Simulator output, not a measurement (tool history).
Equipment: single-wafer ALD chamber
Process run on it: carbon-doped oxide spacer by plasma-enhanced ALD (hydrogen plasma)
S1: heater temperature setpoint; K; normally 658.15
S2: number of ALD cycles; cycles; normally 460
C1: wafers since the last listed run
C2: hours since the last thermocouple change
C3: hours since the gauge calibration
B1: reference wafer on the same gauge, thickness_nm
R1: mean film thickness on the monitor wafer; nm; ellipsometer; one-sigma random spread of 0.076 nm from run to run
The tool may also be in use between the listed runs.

Run 1, day 0.000: usual settings; C1 0; C2 1219.7; C3 396.2; B1 19.389. Result: R1 22.307 nm.
Run 2, day 2.229: usual settings; C1 30; C2 1273.2; C3 449.7; B1 19.439. Result: R1 22.331 nm.
Run 3, day 3.271: usual settings; C1 14; C2 1298.2; C3 474.7; B1 19.391. Result: R1 22.226 nm.
Run 4, day 5.242: usual settings; C1 27; C2 1345.5; C3 522.0; B1 19.389. Result: R1 22.170 nm.
Run 5, day 7.775: usual settings; C1 34; C2 1406.3; C3 582.8; B1 19.442. Result: R1 22.195 nm.
Run 6, day 9.354: usual settings but S1 652.15 K; C1 21; C2 1444.2; C3 620.7; B1 19.399. Result: R1 22.228 nm.
Run 7, day 11.262: usual settings but S1 652.15 K; C1 26; C2 1490.0; C3 666.5; B1 19.392. Result: R1 22.190 nm.
Run 8, day 13.896: usual settings but S1 652.15 K; C1 36; C2 1553.2; C3 729.7; B1 19.423. Result: R1 22.272 nm.
Run 9, day 16.738: usual settings; C1 39; C2 1621.4; C3 797.9; B1 19.413. Result: R1 22.339 nm.
Run 10, day 19.233: usual settings; C1 34; C2 1681.3; C3 857.8; B1 19.421. Result: R1 22.229 nm.
At day 20.808: gauge calibrated.
Run 11, day 21.512: usual settings; C1 31; C2 1736.0; C3 16.9; B1 19.407. Result: R1 22.213 nm.
Run 12, day 23.346: usual settings; C1 25; C2 1780.0; C3 60.9; B1 19.417. Result: R1 22.246 nm.
Run 13, day 24.683: usual settings but S1 649.15 K, S2 419 cycles; C1 18; C2 1812.1; C3 93.0; B1 19.422. Result: R1 20.282 nm.
At day 26.579: thermocouple changed; heater temperature recalibrated.
Run 14, day 27.196: usual settings but S1 653.15 K, S2 486 cycles; C1 29; C2 14.8; C3 153.3; B1 19.398. Result: R1 23.633 nm.
Run 15, day 28.304: usual settings but S1 645.15 K, S2 404 cycles; C1 15; C2 41.4; C3 179.9; B1 19.406. Result: R1 19.593 nm.
Run 16, day 29.600: usual settings but S2 507 cycles; C1 17; C2 72.5; C3 211.0; B1 19.378. Result: R1 24.470 nm.
Run 17, day 30.671: usual settings but S1 645.15 K, S2 397 cycles; C1 14; C2 98.2; C3 236.7; B1 19.426. Result: R1 19.126 nm.
Run 18, day 31.942: usual settings but S1 643.15 K, S2 548 cycles; C1 17; C2 128.7; C3 267.2; B1 19.410. Result: R1 26.401 nm.
Run 19, day 33.042: usual settings but S1 671.15 K, S2 533 cycles; C1 15; C2 155.1; C3 293.6; B1 19.412. Result: R1 25.743 nm.
Run 20, day 34.362: usual settings but S1 669.15 K, S2 524 cycles; C1 18; C2 186.8; C3 325.3; B1 19.373. Result: R1 25.203 nm.
Run 21, day 36.883: usual settings but S1 670.15 K, S2 489 cycles; C1 34; C2 247.3; C3 385.8; B1 19.414. Result: R1 23.641 nm.
Run 22, day 39.858: usual settings; C1 40; C2 318.7; C3 457.2; B1 19.398. Result: R1 22.326 nm.
Run 23, day 42.350: usual settings but S1 649.15 K, S2 419 cycles; C1 34; C2 378.5; C3 517.0; B1 19.391. Result: R1 20.250 nm.

Predict each of these 3 candidate next runs independently; none follows another, all start after run 23:
Run A, day 42.396: usual settings; C1 0; C2 379.6; C3 518.1; B1 ?. Result: R1 ?.
Run B, day 42.396: usual settings but S1 667.15 K, S2 509 cycles; C1 0; C2 379.6; C3 518.1; B1 ?. Result: R1 ?.
Run C, day 42.396: usual settings but S1 649.15 K, S2 523 cycles; C1 0; C2 379.6; C3 518.1; B1 ?. Result: R1 ?.

run      B1      R1
  A  19.405  22.116
  B  19.405  24.472
  C  19.405  25.145
Without the tool's unlogged condition, the same runs would have read:
run      R1
  A  22.116
  B  24.472
  C  25.145
